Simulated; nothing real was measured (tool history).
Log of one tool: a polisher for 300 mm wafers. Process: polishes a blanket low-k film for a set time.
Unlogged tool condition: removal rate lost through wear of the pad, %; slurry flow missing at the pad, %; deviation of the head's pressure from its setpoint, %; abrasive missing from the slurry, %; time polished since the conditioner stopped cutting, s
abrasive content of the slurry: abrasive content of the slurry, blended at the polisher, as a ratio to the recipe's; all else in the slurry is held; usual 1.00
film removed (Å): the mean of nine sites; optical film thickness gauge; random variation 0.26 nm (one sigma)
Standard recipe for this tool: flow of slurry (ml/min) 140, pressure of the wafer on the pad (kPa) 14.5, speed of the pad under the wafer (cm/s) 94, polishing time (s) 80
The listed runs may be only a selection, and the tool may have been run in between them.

run	hour	flow of slurry (ml/min)	pressure of the wafer on the pad (kPa)	speed of the pad under the wafer (cm/s)	abrasive content of the slurry	polishing time (s)	wafers since the last listed run	wafers polished on this pad	hours since the slurry nozzle was cleaned	hours since the head pressure was calibrated	hours since the slurry blender was calibrated	hours since the conditioning disc was replaced	incoming thickness of the incoming film, nm	film removed (Å)
1	0.0	140	14.5	94	1.00	80	0	315	631.2	1296.1	28.3	484.7	531.1	406
2	7.8	140	14.5	94	1.00	80	57	373	639.0	1303.9	36.1	492.5	530.9	401
3	20.8	140	14.5	94	1.20	80	95	469	652.0	1316.9	49.1	505.5	542.6	451
4	27.5	140	14.5	94	1.20	80	49	518	658.7	1323.6	55.8	512.2	548.1	458
5	42.3	140	14.5	94	1.00	80	109	627	673.5	1338.4	70.6	527.0	531.6	409
6	67.4	140	11.0	118	1.15	97	185	812	698.6	1363.5	95.7	552.1	529.2	490
# hour 78.7: conditioning disc replaced and pad reconditioned
7	81.1	140	10.3	68	1.00	80	86	898	712.3	1377.2	109.4	2.4	539.9	226
# hour 85.4: worn pad replaced by a new one
# hour 88.5: slurry nozzle cleaned
8	89.5	140	14.5	94	1.00	80	25	22	1.0	1385.6	117.8	10.8	545.4	410
9	111.0	160	14.5	94	0.90	57	158	181	22.5	1407.1	139.3	32.3	538.2	274
10	127.7	140	10.3	64	1.00	80	123	304	39.2	1423.8	156.0	49.0	535.0	217
11	135.4	140	14.5	94	1.00	80	56	360	46.9	1431.5	163.7	56.7	538.4	411
12	153.2	140	14.5	94	1.00	80	131	492	64.7	1449.3	181.5	74.5	540.4	411
13	166.5	140	16.5	94	0.85	93	98	590	78.0	1462.6	194.8	87.8	537.7	480
14	176.9	140	14.5	94	1.00	80	76	666	88.4	1473.0	205.2	98.2	549.7	411
# hour 181.3: head pressure recalibrated
15	188.2	140	14.5	112	1.00	80	68	735	99.7	6.9	216.5	109.5	540.2	430
# hour 192.7: worn pad replaced by a new one
16	202.7	140	14.5	94	1.00	80	77	73	114.2	21.4	231.0	124.0	535.0	377
17	211.3	110	10.3	94	0.90	61	63	137	122.8	30.0	239.6	132.6	541.0	177
18	224.6	110	17.9	94	1.00	80	98	235	136.1	43.3	252.9	145.9	543.9	436
19	237.7	100	14.5	124	0.85	101	96	331	149.2	56.4	266.0	159.0	535.0	472
20	252.8	140	14.5	94	1.00	80	111	443	164.3	71.5	281.1	174.1	537.4	375
21	260.1	140	14.5	94	1.00	80	53	496	171.6	78.8	288.4	181.4	542.7	379
22	266.7	140	18.6	86	0.85	80	48	545	178.2	85.4	295.0	188.0	538.0	396
23	275.0	140	16.5	94	1.00	53	61	606	186.5	93.7	303.3	196.3	529.7	283
24	289.0	140	9.7	94	1.00	62	103	709	200.5	107.7	317.3	210.3	535.0	195
# hour 300.7: worn pad replaced by a new one
25	302.8	100	10.3	74	1.30	80	72	15	214.3	121.5	331.1	224.1	539.8	240
26	310.2	140	17.9	94	1.00	80	54	70	221.7	128.9	338.5	231.5	536.0	460
# hour 326.5: slurry blender recalibrated
27	345.2	140	14.5	94	1.00	80	243	313	256.7	163.9	18.7	266.5	532.8	371

Each row is a separate what-if for the run after 27, all from the same tool condition, not one after another. Results?
A	345.6	140	14.5	94	1.30	80	2	316	257.1	164.3	19.1	266.9	550.4	?
B	345.6	170	18.6	94	1.00	80	2	316	257.1	164.3	19.1	266.9	550.4	?
C	345.6	140	17.9	94	1.00	67	2	316	257.1	164.3	19.1	266.9	550.4	?

run	film removed (Å)
A	441
B	501
C	390
With the hidden condition removed and each run's random variation left untouched, the same runs would have given:
run	film removed (Å)
A	445
B	505
C	393
